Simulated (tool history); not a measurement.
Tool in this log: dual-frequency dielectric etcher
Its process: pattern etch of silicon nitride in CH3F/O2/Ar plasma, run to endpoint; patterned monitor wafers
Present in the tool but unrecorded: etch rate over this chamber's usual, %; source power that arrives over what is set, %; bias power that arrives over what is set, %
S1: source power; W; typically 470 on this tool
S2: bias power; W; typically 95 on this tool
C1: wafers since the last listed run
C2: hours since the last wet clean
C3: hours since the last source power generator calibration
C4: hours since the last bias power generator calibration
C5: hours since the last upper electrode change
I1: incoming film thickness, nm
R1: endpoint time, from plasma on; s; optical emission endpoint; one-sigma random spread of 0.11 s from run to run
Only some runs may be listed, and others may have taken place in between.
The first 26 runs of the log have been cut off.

Run 27, hour 1344.3: usual settings but S1 370 W, S2 102 W; C1 379; C2 184.5; C3 456.3; C4 263.1; C5 1055.1; I1 22.85. Result: R1 28.5 s.
Run 28, hour 1410.6: usual settings but S1 590 W, S2 103 W; C1 885; C2 250.8; C3 522.6; C4 329.4; C5 1121.4; I1 22.93. Result: R1 25.1 s.
Run 29, hour 1443.5: usual settings but S2 79 W; C1 439; C2 283.7; C3 555.5; C4 362.3; C5 1154.3; I1 22.82. Result: R1 30.9 s.
Run 30, hour 1496.3: usual settings but S1 550 W; C1 705; C2 336.5; C3 608.3; C4 415.1; C5 1207.1; I1 23.07. Result: R1 27 s.
Run 31, hour 1566.3: usual settings but S2 101 W; C1 935; C2 406.5; C3 678.3; C4 485.1; C5 1277.1; I1 22.78. Result: R1 27.1 s.
At hour 1602.8: wet clean of the chamber.
Run 32, hour 1623.5: usual settings but S1 530 W, S2 84 W; C1 443; C2 20.7; C3 735.5; C4 542.3; C5 1334.3; I1 23.07. Result: R1 28.5 s.
Run 33, hour 1673.1: usual settings but S1 440 W, S2 74 W; C1 662; C2 70.3; C3 785.1; C4 591.9; C5 1383.9; I1 22.86. Result: R1 32.1 s.
Run 34, hour 1717.9: usual settings but S1 430 W, S2 113 W; C1 598; C2 115.1; C3 829.9; C4 636.7; C5 1428.7; I1 22.91. Result: R1 26 s.
Run 35, hour 1748.4: usual settings; C1 407; C2 145.6; C3 860.4; C4 667.2; C5 1459.2; I1 22.8. Result: R1 27.8 s.

4 ways to go on from here, each from the tool as it stands after run 35. What would each give?
Run A, hour 1748.8: usual settings; C1 5; C2 146; C3 860.8; C4 667.6; C5 1459.6; I1 23.01. Result: R1 ?.
Run B, hour 1748.8: usual settings but S1 370 W, S2 105 W; C1 5; C2 146; C3 860.8; C4 667.6; C5 1459.6; I1 23.01. Result: R1 ?.
Run C, hour 1748.8: usual settings but S1 540 W, S2 71 W; C1 5; C2 146; C3 860.8; C4 667.6; C5 1459.6; I1 23.01. Result: R1 ?.
Run D, hour 1748.8: usual settings but S1 550 W, S2 114 W; C1 5; C2 146; C3 860.8; C4 667.6; C5 1459.6; I1 23.01. Result: R1 ?.

run    R1
  A  27.8
  B  28.2
  C  31.3
  D  24.2
Had the tool no hidden state, the same runs would have come out as:
run    R1
  A  27.6
  B    28
  C    31
  D  23.9
